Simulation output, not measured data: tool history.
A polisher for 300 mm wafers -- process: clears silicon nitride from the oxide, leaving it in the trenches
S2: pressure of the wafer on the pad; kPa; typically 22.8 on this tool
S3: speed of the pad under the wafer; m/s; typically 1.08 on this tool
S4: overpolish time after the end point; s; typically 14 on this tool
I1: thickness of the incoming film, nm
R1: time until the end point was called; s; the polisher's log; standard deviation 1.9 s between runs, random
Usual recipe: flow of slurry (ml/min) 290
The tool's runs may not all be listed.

run 1 hour=0 | flow_of_slurry_(ml/min)=290 S2=25.5 S3=1.08 S4=16 | I1=119 | R1=105.6
run 2 hour=35.1 | flow_of_slurry_(ml/min)=290 S2=25.5 S3=1.08 S4=16 | I1=121.8 | R1=111.4
run 3 hour=67.1 | flow_of_slurry_(ml/min)=290 S2=22.8 S3=1.08 S4=14 | I1=120.2 | R1=120.1
-- hour=73.7 worn pad replaced by a new one
run 4 hour=136.6 | flow_of_slurry_(ml/min)=290 S2=22.8 S3=1.08 S4=14 | I1=121.3 | R1=123.9
run 5 hour=189.5 | flow_of_slurry_(ml/min)=290 S2=22.8 S3=1.08 S4=14 | I1=121.1 | R1=120.8
run 6 hour=219.9 | flow_of_slurry_(ml/min)=290 S2=22.8 S3=1.08 S4=14 | I1=119 | R1=124.1
-- hour=255.8 worn pad replaced by a new one
run 7 hour=284 | flow_of_slurry_(ml/min)=290 S2=22.8 S3=1.08 S4=14 | I1=119.1 | R1=124
run 8 hour=328.1 | flow_of_slurry_(ml/min)=290 S2=22.8 S3=1.08 S4=14 | I1=119.8 | R1=128.1
-- hour=344.4 head pressure recalibrated
run 9 hour=360 | flow_of_slurry_(ml/min)=290 S2=22.8 S3=1.08 S4=14 | I1=120.9 | R1=127
-- hour=363 slurry nozzle cleaned
-- hour=409.3 worn pad replaced by a new one
run 10 hour=409.8 | flow_of_slurry_(ml/min)=290 S2=15.2 S3=0.72 S4=14 | I1=119.6 | R1=264.4
run 11 hour=459.3 | flow_of_slurry_(ml/min)=200 S2=22.8 S3=1.4 S4=11 | I1=121.5 | R1=98.8
run 12 hour=505.2 | flow_of_slurry_(ml/min)=290 S2=29.6 S3=1.08 S4=14 | I1=120.9 | R1=93.7
run 13 hour=561.2 | flow_of_slurry_(ml/min)=365 S2=26.9 S3=0.76 S4=21 | I1=121.2 | R1=142.5
-- hour=572.7 worn pad replaced by a new one
run 14 hour=588.6 | flow_of_slurry_(ml/min)=290 S2=27.6 S3=0.9 S4=14 | I1=121.1 | R1=117.1
run 15 hour=650.7 | flow_of_slurry_(ml/min)=290 S2=22.8 S3=1.44 S4=10 | I1=119.6 | R1=93.5
run 16 hour=719.3 | flow_of_slurry_(ml/min)=290 S2=22.8 S3=1.08 S4=14 | I1=120.8 | R1=122.8
run 17 hour=758.5 | flow_of_slurry_(ml/min)=260 S2=26.2 S3=0.88 S4=10 | I1=118.4 | R1=130.2
-- hour=763.2 worn pad replaced by a new one
run 18 hour=827.1 | flow_of_slurry_(ml/min)=290 S2=22.8 S3=1.08 S4=14 | I1=117.3 | R1=124.9
run 19 hour=886 | flow_of_slurry_(ml/min)=290 S2=27.6 S3=1.08 S4=11 | I1=122.4 | R1=103

Forecast each of these 4 alternatives for the next run:
run A hour=886.5 | flow_of_slurry_(ml/min)=290 S2=22.8 S3=1.08 S4=14 | I1=119.9 | R1=?
run B hour=886.5 | flow_of_slurry_(ml/min)=290 S2=22.8 S3=1.08 S4=16 | I1=119.9 | R1=?
run C hour=886.5 | flow_of_slurry_(ml/min)=355 S2=15.9 S3=1.4 S4=20 | I1=119.9 | R1=?
run D hour=886.5 | flow_of_slurry_(ml/min)=375 S2=22.8 S3=1.08 S4=14 | I1=119.9 | R1=?

run=A R1=121.3
run=B R1=121.3
run=C R1=130.7
run=D R1=117.3
With no hidden state in the tool, these same runs would have given:
run=A R1=114.5
run=B R1=114.5
run=C R1=124.6
run=D R1=112.1
